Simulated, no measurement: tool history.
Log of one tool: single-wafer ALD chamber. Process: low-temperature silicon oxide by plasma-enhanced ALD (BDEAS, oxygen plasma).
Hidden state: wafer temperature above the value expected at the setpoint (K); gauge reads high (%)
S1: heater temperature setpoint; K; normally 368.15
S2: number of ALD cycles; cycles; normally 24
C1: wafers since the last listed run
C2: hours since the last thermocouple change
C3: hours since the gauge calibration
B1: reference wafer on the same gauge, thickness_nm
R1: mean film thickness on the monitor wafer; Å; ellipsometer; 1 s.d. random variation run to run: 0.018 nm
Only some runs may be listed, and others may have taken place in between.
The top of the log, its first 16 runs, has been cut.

run,hour,S1,S2,C1,C2,C3,B1,R1
17,510.0,368.15,24,203,1956.0,630.8,3.070,37.25
# hour 565.2: gauge calibrated
18,598.5,368.15,24,932,2044.5,33.3,3.003,36.34
19,621.8,368.15,24,245,2067.8,56.6,2.999,36.44
20,647.3,378.15,27,268,2093.3,82.1,3.005,39.73
21,670.5,368.15,24,244,2116.5,105.3,3.008,36.28
22,698.8,368.15,29,298,2144.8,133.6,3.010,44.26
23,724.5,368.15,24,270,2170.5,159.3,3.013,37.02
24,760.7,362.15,22,381,2206.7,195.5,3.017,34.52
25,779.1,368.15,24,193,2225.1,213.9,3.022,36.82
26,801.9,368.15,24,240,2247.9,236.7,3.025,36.31
27,815.3,377.15,21,141,2261.3,250.1,3.026,31.52
# hour 826.0: thermocouple changed; heater temperature recalibrated
28,848.3,359.15,24,263,22.3,283.1,3.029,38.00
29,876.8,375.15,23,300,50.8,311.6,3.030,34.48
30,902.7,368.15,24,272,76.7,337.5,3.032,36.97
31,937.9,374.15,22,370,111.9,372.7,3.045,33.40
32,963.9,381.15,20,273,137.9,398.7,3.044,29.84
33,982.0,354.15,24,190,156.0,416.8,3.045,39.35
34,998.7,356.15,20,175,172.7,433.5,3.047,32.40
35,1031.0,355.15,21,340,205.0,465.8,3.052,34.18
36,1057.9,377.15,27,283,231.9,492.7,3.054,40.53

What if the next run were any one of these 5? Each begins from the tool's condition after run 36:
A,1058.3,368.15,24,4,232.3,493.1,?,?
B,1058.3,374.15,26,4,232.3,493.1,?,?
C,1058.3,355.15,27,4,232.3,493.1,?,?
D,1058.3,378.15,24,4,232.3,493.1,?,?
E,1058.3,364.15,28,4,232.3,493.1,?,?

run,B1,R1
A,3.053,36.97
B,3.053,39.21
C,3.053,43.78
D,3.053,35.90
E,3.053,43.83
Without the tool's hidden state the same runs would have given:
run,R1
A,36.31
B,38.51
C,42.99
D,35.25
E,43.05

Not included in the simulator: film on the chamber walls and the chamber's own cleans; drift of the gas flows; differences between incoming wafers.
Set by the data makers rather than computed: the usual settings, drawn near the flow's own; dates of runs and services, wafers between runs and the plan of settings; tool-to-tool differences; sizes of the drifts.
